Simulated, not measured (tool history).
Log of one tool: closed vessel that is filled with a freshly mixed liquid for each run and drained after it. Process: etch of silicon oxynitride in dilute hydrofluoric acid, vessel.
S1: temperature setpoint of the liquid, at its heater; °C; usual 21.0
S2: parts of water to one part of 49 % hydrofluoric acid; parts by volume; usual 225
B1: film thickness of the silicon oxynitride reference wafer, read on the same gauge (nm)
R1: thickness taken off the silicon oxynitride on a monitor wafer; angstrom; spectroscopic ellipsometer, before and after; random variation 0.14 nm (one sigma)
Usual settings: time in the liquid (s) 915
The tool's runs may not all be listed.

{"run": 1, "hour": 0.0, "S1": 18.0, "S2": 225, "time in the liquid (s)": 915, "B1": 60.0, "R1": 137.8}
{"run": 2, "hour": 71.5, "S1": 18.0, "S2": 225, "time in the liquid (s)": 915, "B1": 60.01, "R1": 138.6}
{"run": 3, "hour": 96.6, "S1": 18.0, "S2": 225, "time in the liquid (s)": 915, "B1": 59.98, "R1": 137.2}
{"run": 4, "hour": 151.4, "S1": 24.5, "S2": 225, "time in the liquid (s)": 915, "B1": 60.02, "R1": 187.1}
{"run": 5, "hour": 212.7, "S1": 24.5, "S2": 225, "time in the liquid (s)": 915, "B1": 60.02, "R1": 184.6}
{"run": 6, "hour": 265.2, "S1": 19.5, "S2": 225, "time in the liquid (s)": 915, "B1": 60.03, "R1": 150.1}
{"run": 7, "hour": 295.8, "S1": 19.5, "S2": 225, "time in the liquid (s)": 915, "B1": 59.99, "R1": 151.9}
{"run": 8, "hour": 320.9, "S1": 21.0, "S2": 225, "time in the liquid (s)": 915, "B1": 60.02, "R1": 157.2}
{"run": 9, "hour": 364.5, "S1": 21.0, "S2": 225, "time in the liquid (s)": 915, "B1": 60.03, "R1": 158.9}
{"run": 10, "hour": 416.7, "S1": 21.0, "S2": 225, "time in the liquid (s)": 915, "B1": 59.98, "R1": 161.9}
{"run": 11, "hour": 452.6, "S1": 21.0, "S2": 225, "time in the liquid (s)": 915, "B1": 59.96, "R1": 162.7}
{"run": 12, "hour": 517.5, "S1": 21.0, "S2": 225, "time in the liquid (s)": 400, "B1": 60.03, "R1": 69.4}
{"run": 13, "hour": 564.9, "S1": 21.0, "S2": 225, "time in the liquid (s)": 915, "B1": 59.97, "R1": 161.7}
{"run": 14, "hour": 607.2, "S1": 21.0, "S2": 225, "time in the liquid (s)": 915, "B1": 60.0, "R1": 161.5}
{"run": 15, "hour": 649.8, "S1": 21.0, "S2": 225, "time in the liquid (s)": 915, "B1": 60.0, "R1": 160.9}
{"run": 16, "hour": 712.0, "S1": 19.0, "S2": 225, "time in the liquid (s)": 915, "B1": 59.96, "R1": 147.2}
{"hour": 772.3, "done": "gauge calibrated"}
{"run": 17, "hour": 779.6, "S1": 21.0, "S2": 225, "time in the liquid (s)": 915, "B1": 59.97, "R1": 162.0}
{"hour": 901.2, "done": "thermometer replaced"}
{"run": 18, "hour": 917.7, "S1": 17.0, "S2": 225, "time in the liquid (s)": 915, "B1": 59.99, "R1": 125.0}
{"hour": 941.8, "done": "hydrofluoric acid flow meter replaced"}
{"run": 19, "hour": 986.0, "S1": 21.0, "S2": 310, "time in the liquid (s)": 450, "B1": 59.97, "R1": 51.4}
{"run": 20, "hour": 1037.4, "S1": 25.0, "S2": 275, "time in the liquid (s)": 1185, "B1": 60.01, "R1": 180.7}
{"run": 21, "hour": 1101.8, "S1": 25.5, "S2": 175, "time in the liquid (s)": 1285, "B1": 60.03, "R1": 344.5}
{"run": 22, "hour": 1141.2, "S1": 17.0, "S2": 225, "time in the liquid (s)": 705, "B1": 59.96, "R1": 97.2}
{"run": 23, "hour": 1195.2, "S1": 19.5, "S2": 225, "time in the liquid (s)": 695, "B1": 60.04, "R1": 108.3}

5 ways to go on from here, each from the tool as it stands after run 23. What would each give?
{"run": "A", "hour": 1196.1, "S1": 21.0, "S2": 225, "time in the liquid (s)": 915, "B1": "?", "R1": "?"}
{"run": "B", "hour": 1196.1, "S1": 25.5, "S2": 265, "time in the liquid (s)": 550, "B1": "?", "R1": "?"}
{"run": "C", "hour": 1196.1, "S1": 21.0, "S2": 150, "time in the liquid (s)": 915, "B1": "?", "R1": "?"}
{"run": "D", "hour": 1196.1, "S1": 24.0, "S2": 225, "time in the liquid (s)": 915, "B1": "?", "R1": "?"}
{"run": "E", "hour": 1196.1, "S1": 21.0, "S2": 225, "time in the liquid (s)": 1080, "B1": "?", "R1": "?"}

run=A B1=60.01 R1=149.3
run=B B1=60.01 R1=90.2
run=C B1=60.01 R1=235.9
run=D B1=60.01 R1=170.7
run=E B1=60.01 R1=176.2
Without the tool's hidden state the same runs would have given:
run=A R1=147.8
run=B R1=89.4
run=C R1=233.5
run=D R1=169.0
run=E R1=174.5
